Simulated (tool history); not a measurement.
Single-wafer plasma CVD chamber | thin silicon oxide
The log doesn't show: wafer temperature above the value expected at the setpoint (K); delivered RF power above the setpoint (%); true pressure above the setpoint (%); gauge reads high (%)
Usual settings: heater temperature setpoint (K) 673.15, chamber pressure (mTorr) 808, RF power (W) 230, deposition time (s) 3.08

run	day	heater temperature setpoint (K)	chamber pressure (mTorr)	RF power (W)	deposition time (s)	wafers since the last listed run	hours since the last thermocouple change	hours since the last RF generator calibration	hours since the last manometer calibration	hours since the showerhead was replaced	hours since the gauge calibration	read-back reference wafer on the same gauge, thickness_nm	mean film thickness on the monitor wafer (angstrom)
1	0	673.15	808	230	3.08	0	1762.8	1000.8	1860.1	3401.1	515.2	4.716	45.63
2	1.704	673.15	808	230	3.08	1673	1803.7	1041.7	1901	3442	556.1	4.72	45.83
3	3.138	664.15	808	230	3.08	1407	1838.1	1076.1	1935.4	3476.4	590.5	4.719	45.98
4	5.838	664.15	808	230	3.08	2651	1902.9	1140.9	2000.2	3541.2	655.3	4.717	46.12
5	8.425	673.15	808	230	3.08	2540	1965	1203	2062.3	3603.3	717.4	4.715	45.74
6	10.946	673.15	808	230	3.08	2475	2025.5	1263.5	2122.8	3663.8	777.9	4.719	45.76
7	13.558	673.15	808	230	3.08	2565	2088.2	1326.2	2185.5	3726.5	840.6	4.722	45.22
8	18.325	682.15	958	230	3.08	4680	2202.6	1440.6	2299.9	3840.9	955	4.725	52.71
9	20.792	682.15	958	230	3.08	2422	2261.8	1499.8	2359.1	3900.1	1014.2	4.72	52.79
10	22.238	682.15	958	230	3.08	1419	2296.5	1534.5	2393.8	3934.8	1048.9	4.718	52.91
# day 23.012: gauge calibrated
11	24.55	673.15	808	230	3.08	2270	2352	1590	2449.3	3990.3	36.9	4.72	45.65
12	26.021	685.15	808	255	3.08	1444	2387.3	1625.3	2484.6	4025.6	72.2	4.718	47.13
13	28.808	685.15	808	255	3.08	2737	2454.2	1692.2	2551.5	4092.5	139.1	4.715	47.16
# day 30.608: showerhead replaced, of another model than before
14	31.583	673.15	984	185	3.44	2397	2520.8	1758.8	2618.1	23.4	205.7	4.722	51.59
15	32.858	677.15	735	205	3.26	1251	2551.4	1789.4	2648.7	54	236.3	4.719	42.51
16	33.892	673.15	743	230	3.42	1014	2576.2	1814.2	2673.5	78.8	261.1	4.716	48.33
# day 34.958: capacitance manometer re-zeroed and calibrated
17	36.492	673.15	984	185	3.44	2225	2638.6	1876.6	36.8	141.2	323.5	4.722	54.04
18	37.988	681.15	751	230	3.08	1468	2674.5	1912.5	72.7	177.1	359.4	4.723	45.99
# day 42.896: thermocouple changed; heater temperature recalibrated
# day 44.717: RF generator calibrated
19	45.704	673.15	808	195	3.08	6922	67.4	23.7	257.9	362.3	544.6	4.717	43.38
20	54.488	681.15	751	230	3.08	8624	278.2	234.5	468.7	573.1	755.4	4.72	44.71
21	56	673.15	808	230	3.08	1485	314.5	270.8	505	609.4	791.7	4.723	47.43
22	58.183	673.15	808	230	3.55	2143	366.9	323.2	557.4	661.8	844.1	4.721	54.67
23	59.579	687.15	646	230	3.49	1370	400.4	356.7	590.9	695.3	877.6	4.727	45.22
# day 60.129: gauge calibrated
24	60.829	686.15	923	245	3.08	1227	430.4	386.7	620.9	725.3	16.8	4.725	53.3
25	63.45	673.15	808	230	3.08	2573	493.3	449.6	683.8	788.2	79.7	4.724	47.34
26	71.388	685.15	808	230	3.69	7793	683.8	640.1	874.3	978.7	270.2	4.714	56.03

3 ways to go on from here, each from the tool as it stands after run 26. What would each give?
A	71.404	673.15	808	230	3.08	16	684.2	640.5	874.7	979.1	270.6	?	?
B	71.404	673.15	899	250	2.71	16	684.2	640.5	874.7	979.1	270.6	?	?
C	71.404	673.15	808	245	3.08	16	684.2	640.5	874.7	979.1	270.6	?	?

run	read-back reference wafer on the same gauge, thickness_nm	mean film thickness on the monitor wafer (angstrom)
A	4.721	47.21
B	4.721	46.97
C	4.721	48.97
Without the tool's hidden state the same runs would have given:
run	mean film thickness on the monitor wafer (angstrom)
A	48.87
B	48.44
C	50.7

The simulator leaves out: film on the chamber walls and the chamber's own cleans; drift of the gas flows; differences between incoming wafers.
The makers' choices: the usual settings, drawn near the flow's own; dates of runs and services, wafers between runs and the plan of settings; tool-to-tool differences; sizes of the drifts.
